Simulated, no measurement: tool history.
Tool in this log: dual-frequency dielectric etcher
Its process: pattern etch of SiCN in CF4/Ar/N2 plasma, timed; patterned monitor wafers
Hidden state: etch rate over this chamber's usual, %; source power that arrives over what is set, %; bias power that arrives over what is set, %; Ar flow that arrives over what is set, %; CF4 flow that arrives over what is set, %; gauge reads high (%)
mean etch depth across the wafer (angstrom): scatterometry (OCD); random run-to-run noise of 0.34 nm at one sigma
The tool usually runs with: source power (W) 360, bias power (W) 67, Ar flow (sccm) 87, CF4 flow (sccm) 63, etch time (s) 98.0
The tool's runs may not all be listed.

run,hour,source power (W),bias power (W),Ar flow (sccm),CF4 flow (sccm),etch time (s),wafers since the last listed run,hours since the last wet clean,hours since the last source power generator calibration,hours since the last bias power generator calibration,hours since the last Ar flow controller change,hours since the last CF4 flow controller change,hours since the last upper electrode change,hours since the gauge calibration,"read-back reference wafer on the same gauge, depth_nm",mean etch depth across the wafer (angstrom)
1,0.0,360,67,87,63,98.0,0,457.0,3142.6,1705.7,2201.6,3666.1,4349.2,299.4,64.5,681
2,50.4,360,67,87,63,98.0,303,507.4,3193.0,1756.1,2252.0,3716.5,4399.6,349.8,64.5,690
# hour 106.8: wet clean of the chamber
3,142.4,360,67,87,63,98.0,409,35.6,3285.0,1848.1,2344.0,3808.5,4491.6,441.8,64.6,697
4,198.8,360,67,87,63,98.0,339,92.0,3341.4,1904.5,2400.4,3864.9,4548.0,498.2,64.5,699
5,240.2,360,74,87,63,98.0,249,133.4,3382.8,1945.9,2441.8,3906.3,4589.4,539.6,64.6,713
6,311.5,360,74,87,63,98.0,429,204.7,3454.1,2017.2,2513.1,3977.6,4660.7,610.9,64.5,724
# hour 373.0: wet clean of the chamber, repeated, since the last time left the tool worse
# hour 384.8: Ar flow controller replaced
# hour 408.7: source power generator calibrated
# hour 439.2: bias power generator calibrated
7,441.5,360,74,87,63,98.0,554,68.5,32.8,2.3,56.7,4107.6,4790.7,740.9,64.4,681
8,508.3,360,67,87,63,98.0,402,135.3,99.6,69.1,123.5,4174.4,4857.5,807.7,64.4,678
9,561.6,360,67,87,63,98.0,321,188.6,152.9,122.4,176.8,4227.7,4910.8,861.0,64.5,669
10,627.6,360,67,87,57,98.0,397,254.6,218.9,188.4,242.8,4293.7,4976.8,927.0,64.4,660
# hour 664.7: upper electrode replaced
# hour 671.3: gauge calibrated
11,673.7,360,67,87,63,98.0,133,300.7,265.0,234.5,288.9,4339.8,9.0,2.4,64.4,675
12,716.3,360,67,87,63,98.0,256,343.3,307.6,277.1,331.5,4382.4,51.6,45.0,64.5,677
13,758.8,360,50,106,63,98.0,255,385.8,350.1,319.6,374.0,4424.9,94.1,87.5,64.6,618
# hour 765.0: CF4 flow controller replaced
14,785.5,360,67,87,63,98.0,124,412.5,376.8,346.3,400.7,20.5,120.8,114.2,64.6,678
# hour 879.1: wet clean of the chamber
15,879.6,360,77,107,57,121.5,422,0.5,470.9,440.4,494.8,114.6,214.9,208.3,64.5,824
16,890.0,400,67,87,56,98.0,62,10.9,481.3,450.8,505.2,125.0,225.3,218.7,64.5,689

What does the tool deliver on the next run?
17,924.7,360,67,87,73,98.0,209,45.6,516.0,485.5,539.9,159.7,260.0,253.4,?,?

read-back reference wafer on the same gauge, depth_nm: 64.4
mean etch depth across the wafer (angstrom): 671
With the hidden condition absent and the run-to-run variation left alone, this run would have shown mean etch depth across the wafer (angstrom) 673.
